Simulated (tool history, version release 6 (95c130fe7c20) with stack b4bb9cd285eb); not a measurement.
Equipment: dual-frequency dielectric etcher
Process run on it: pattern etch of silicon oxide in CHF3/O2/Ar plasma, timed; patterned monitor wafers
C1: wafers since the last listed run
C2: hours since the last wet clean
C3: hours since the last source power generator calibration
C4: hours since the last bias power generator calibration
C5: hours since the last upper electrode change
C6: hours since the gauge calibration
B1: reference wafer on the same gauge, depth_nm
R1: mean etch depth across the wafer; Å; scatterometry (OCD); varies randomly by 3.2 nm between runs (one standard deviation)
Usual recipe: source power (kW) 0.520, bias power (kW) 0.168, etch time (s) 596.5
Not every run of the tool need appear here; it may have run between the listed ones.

run 1 hour=0.0 | source_power_(kW)=0.520 bias_power_(kW)=0.143 etch_time_(s)=596.5 | C1=0 C2=414.9 C3=3807.4 C4=3235.5 C5=2757.5 C6=133.5 | B1=899.7 | R1=10145
run 2 hour=26.2 | source_power_(kW)=0.520 bias_power_(kW)=0.143 etch_time_(s)=596.5 | C1=106 C2=441.1 C3=3833.6 C4=3261.7 C5=2783.7 C6=159.7 | B1=900.1 | R1=10157
-- hour=127.4 wet clean of the chamber
run 3 hour=241.1 | source_power_(kW)=0.520 bias_power_(kW)=0.143 etch_time_(s)=596.5 | C1=778 C2=113.7 C3=4048.5 C4=3476.6 C5=2998.6 C6=374.6 | B1=899.8 | R1=10141
run 4 hour=280.6 | source_power_(kW)=0.520 bias_power_(kW)=0.168 etch_time_(s)=596.5 | C1=161 C2=153.2 C3=4088.0 C4=3516.1 C5=3038.1 C6=414.1 | B1=900.0 | R1=10763
run 5 hour=309.7 | source_power_(kW)=0.520 bias_power_(kW)=0.168 etch_time_(s)=596.5 | C1=118 C2=182.3 C3=4117.1 C4=3545.2 C5=3067.2 C6=443.2 | B1=899.9 | R1=10777
run 6 hour=360.7 | source_power_(kW)=0.400 bias_power_(kW)=0.168 etch_time_(s)=707.5 | C1=207 C2=233.3 C3=4168.1 C4=3596.2 C5=3118.2 C6=494.2 | B1=900.4 | R1=10703
-- hour=379.7 bias power generator calibrated
run 7 hour=429.8 | source_power_(kW)=0.610 bias_power_(kW)=0.131 etch_time_(s)=675.0 | C1=265 C2=302.4 C3=4237.2 C4=50.1 C5=3187.3 C6=563.3 | B1=900.7 | R1=12265
-- hour=487.3 source power generator calibrated
run 8 hour=491.5 | source_power_(kW)=0.590 bias_power_(kW)=0.202 etch_time_(s)=765.5 | C1=235 C2=364.1 C3=4.2 C4=111.8 C5=3249.0 C6=625.0 | B1=899.8 | R1=15672
run 9 hour=557.3 | source_power_(kW)=0.630 bias_power_(kW)=0.191 etch_time_(s)=481.5 | C1=268 C2=429.9 C3=70.0 C4=177.6 C5=3314.8 C6=690.8 | B1=899.7 | R1=9986
-- hour=590.4 wet clean of the chamber
run 10 hour=617.9 | source_power_(kW)=0.520 bias_power_(kW)=0.168 etch_time_(s)=596.5 | C1=149 C2=27.5 C3=130.6 C4=238.2 C5=3375.4 C6=751.4 | B1=899.6 | R1=10542
run 11 hour=684.7 | source_power_(kW)=0.430 bias_power_(kW)=0.180 etch_time_(s)=724.5 | C1=272 C2=94.3 C3=197.4 C4=305.0 C5=3442.2 C6=818.2 | B1=899.9 | R1=11618
run 12 hour=744.3 | source_power_(kW)=0.600 bias_power_(kW)=0.200 etch_time_(s)=477.5 | C1=242 C2=153.9 C3=257.0 C4=364.6 C5=3501.8 C6=877.8 | B1=900.1 | R1=9823
run 13 hour=784.1 | source_power_(kW)=0.470 bias_power_(kW)=0.185 etch_time_(s)=596.5 | C1=162 C2=193.7 C3=296.8 C4=404.4 C5=3541.6 C6=917.6 | B1=900.2 | R1=10279
run 14 hour=821.2 | source_power_(kW)=0.520 bias_power_(kW)=0.168 etch_time_(s)=596.5 | C1=151 C2=230.8 C3=333.9 C4=441.5 C5=3578.7 C6=954.7 | B1=899.4 | R1=10503
-- hour=855.3 source power generator calibrated, repeated, since the last time left the tool worse
-- hour=861.8 upper electrode replaced
run 15 hour=868.7 | source_power_(kW)=0.590 bias_power_(kW)=0.168 etch_time_(s)=596.5 | C1=150 C2=278.3 C3=13.4 C4=489.0 C5=6.9 C6=1002.2 | B1=899.9 | R1=11811
run 16 hour=918.9 | source_power_(kW)=0.630 bias_power_(kW)=0.209 etch_time_(s)=596.5 | C1=204 C2=328.5 C3=63.6 C4=539.2 C5=57.1 C6=1052.4 | B1=900.6 | R1=13261
run 17 hour=982.8 | source_power_(kW)=0.640 bias_power_(kW)=0.168 etch_time_(s)=484.0 | C1=260 C2=392.4 C3=127.5 C4=603.1 C5=121.0 C6=1116.3 | B1=899.2 | R1=10070
run 18 hour=1051.8 | source_power_(kW)=0.520 bias_power_(kW)=0.168 etch_time_(s)=596.5 | C1=281 C2=461.4 C3=196.5 C4=672.1 C5=190.0 C6=1185.3 | B1=900.3 | R1=10956
-- hour=1111.2 wet clean of the chamber
run 19 hour=1111.7 | source_power_(kW)=0.410 bias_power_(kW)=0.152 etch_time_(s)=675.0 | C1=146 C2=0.5 C3=256.4 C4=732.0 C5=249.9 C6=1245.2 | B1=900.0 | R1=10243
run 20 hour=1140.8 | source_power_(kW)=0.610 bias_power_(kW)=0.179 etch_time_(s)=536.5 | C1=118 C2=29.6 C3=285.5 C4=761.1 C5=279.0 C6=1274.3 | B1=900.1 | R1=11078
run 21 hour=1188.0 | source_power_(kW)=0.620 bias_power_(kW)=0.146 etch_time_(s)=546.5 | C1=192 C2=76.8 C3=332.7 C4=808.3 C5=326.2 C6=1321.5 | B1=899.8 | R1=10621
run 22 hour=1237.8 | source_power_(kW)=0.420 bias_power_(kW)=0.168 etch_time_(s)=548.5 | C1=202 C2=126.6 C3=382.5 C4=858.1 C5=376.0 C6=1371.3 | B1=899.9 | R1=8820
run 23 hour=1272.1 | source_power_(kW)=0.440 bias_power_(kW)=0.154 etch_time_(s)=596.5 | C1=139 C2=160.9 C3=416.8 C4=892.4 C5=410.3 C6=1405.6 | B1=900.1 | R1=9507
run 24 hour=1342.5 | source_power_(kW)=0.520 bias_power_(kW)=0.168 etch_time_(s)=596.5 | C1=286 C2=231.3 C3=487.2 C4=962.8 C5=480.7 C6=1476.0 | B1=900.3 | R1=11009
run 25 hour=1375.6 | source_power_(kW)=0.520 bias_power_(kW)=0.168 etch_time_(s)=596.5 | C1=134 C2=264.4 C3=520.3 C4=995.9 C5=513.8 C6=1509.1 | B1=900.0 | R1=11021
run 26 hour=1429.0 | source_power_(kW)=0.520 bias_power_(kW)=0.191 etch_time_(s)=596.5 | C1=217 C2=317.8 C3=573.7 C4=1049.3 C5=567.2 C6=1562.5 | B1=899.9 | R1=11543
run 27 hour=1467.2 | source_power_(kW)=0.430 bias_power_(kW)=0.168 etch_time_(s)=596.5 | C1=155 C2=356.0 C3=611.9 C4=1087.5 C5=605.4 C6=1600.7 | B1=900.3 | R1=9690
-- hour=1499.0 gauge calibrated
run 28 hour=1532.9 | source_power_(kW)=0.520 bias_power_(kW)=0.168 etch_time_(s)=664.5 | C1=267 C2=421.7 C3=677.6 C4=1153.2 C5=671.1 C6=33.9 | B1=900.2 | R1=12286

Each row is a separate what-if for the run after 28, all from the same tool condition, not one after another. Results?
run A hour=1533.5 | source_power_(kW)=0.520 bias_power_(kW)=0.168 etch_time_(s)=497.5 | C1=2 C2=422.3 C3=678.2 C4=1153.8 C5=671.7 C6=34.5 | B1=? | R1=?
run B hour=1533.5 | source_power_(kW)=0.650 bias_power_(kW)=0.168 etch_time_(s)=544.5 | C1=2 C2=422.3 C3=678.2 C4=1153.8 C5=671.7 C6=34.5 | B1=? | R1=?
run C hour=1533.5 | source_power_(kW)=0.420 bias_power_(kW)=0.168 etch_time_(s)=546.5 | C1=2 C2=422.3 C3=678.2 C4=1153.8 C5=671.7 C6=34.5 | B1=? | R1=?
run D hour=1533.5 | source_power_(kW)=0.520 bias_power_(kW)=0.142 etch_time_(s)=596.5 | C1=2 C2=422.3 C3=678.2 C4=1153.8 C5=671.7 C6=34.5 | B1=? | R1=?
run E hour=1533.5 | source_power_(kW)=0.560 bias_power_(kW)=0.203 etch_time_(s)=596.5 | C1=2 C2=422.3 C3=678.2 C4=1153.8 C5=671.7 C6=34.5 | B1=? | R1=?

run=A B1=900.1 R1=9104
run=B B1=900.1 R1=11338
run=C B1=900.1 R1=8692
run=D B1=900.1 R1=10260
run=E B1=900.1 R1=12245
Take away the tool's hidden state, keep each run's random variation, and the runs would have read:
run=A R1=9120
run=B R1=11359
run=C R1=8707
run=D R1=10279
run=E R1=12266
